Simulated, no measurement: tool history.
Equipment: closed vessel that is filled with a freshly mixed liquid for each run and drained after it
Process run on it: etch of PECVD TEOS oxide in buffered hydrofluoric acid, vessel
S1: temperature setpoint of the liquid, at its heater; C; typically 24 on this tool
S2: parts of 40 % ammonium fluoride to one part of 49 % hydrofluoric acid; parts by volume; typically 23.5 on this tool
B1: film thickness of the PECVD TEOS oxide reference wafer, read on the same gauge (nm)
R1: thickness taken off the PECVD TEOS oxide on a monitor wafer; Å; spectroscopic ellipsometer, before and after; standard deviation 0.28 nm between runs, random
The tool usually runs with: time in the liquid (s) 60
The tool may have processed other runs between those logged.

Run 1, hour 0: usual settings but S2 29 parts by volume; B1 70.02. Result: R1 321.5 Å.
Run 2, hour 8.5: usual settings but S1 25.5 C; B1 70.01. Result: R1 408.2 Å.
Run 3, hour 15.4: usual settings; B1 70.03. Result: R1 378.8 Å.
Run 4, hour 33.1: usual settings but S1 26.5 C; B1 69.99. Result: R1 427 Å.
Run 5, hour 40.2: usual settings; B1 70. Result: R1 379.6 Å.
Run 6, hour 52.7: usual settings; B1 69.98. Result: R1 378.9 Å.
Run 7, hour 59.2: usual settings; B1 69.98. Result: R1 378.1 Å.
Run 8, hour 101.1: usual settings; B1 70. Result: R1 377.4 Å.
At hour 103.1: gauge calibrated.
At hour 108.9: thermometer replaced.
Run 9, hour 109.4: usual settings but S2 30 parts by volume; B1 70.01. Result: R1 318.5 Å.
At hour 139: hydrofluoric acid flow meter replaced.
Run 10, hour 143.7: usual settings; B1 70.01. Result: R1 375.9 Å.
Run 11, hour 150.7: usual settings but time in the liquid (s) 30; B1 69.97. Result: R1 189 Å.
Run 12, hour 166.7: usual settings but S1 27 C, S2 20 parts by volume; B1 70.01. Result: R1 500.6 Å.
Run 13, hour 174.3: usual settings but S1 27 C, S2 19 parts by volume; B1 70.04. Result: R1 518.1 Å.
Run 14, hour 187.7: usual settings but S1 20.5 C, S2 28.5 parts by volume; B1 70.02. Result: R1 270.7 Å.
Run 15, hour 201: usual settings; B1 69.98. Result: R1 380.2 Å.
Run 16, hour 210.5: usual settings; B1 70. Result: R1 376.1 Å.
Run 17, hour 225.9: usual settings but S1 19.5 C, S2 16 parts by volume, time in the liquid (s) 90; B1 69.97. Result: R1 613 Å.

Here are 4 independent what-if runs from the current tool condition. What would each one return?
Run A, hour 226.6: usual settings; B1 ?. Result: R1 ?.
Run B, hour 226.6: usual settings but S1 21.5 C, S2 29.5 parts by volume, time in the liquid (s) 45; B1 ?. Result: R1 ?.
Run C, hour 226.6: usual settings but S2 15.5 parts by volume; B1 ?. Result: R1 ?.
Run D, hour 226.6: usual settings but S1 26.5 C, S2 30 parts by volume, time in the liquid (s) 30; B1 ?. Result: R1 ?.

run  B1     R1
  A  70  373.1
  B  70  208.3
  C  70  535.9
  D  70  180.8
Without the tool's unlogged condition, the same runs would have read:
run     R1
  A  373.1
  B  208.3
  C  535.9
  D  180.8

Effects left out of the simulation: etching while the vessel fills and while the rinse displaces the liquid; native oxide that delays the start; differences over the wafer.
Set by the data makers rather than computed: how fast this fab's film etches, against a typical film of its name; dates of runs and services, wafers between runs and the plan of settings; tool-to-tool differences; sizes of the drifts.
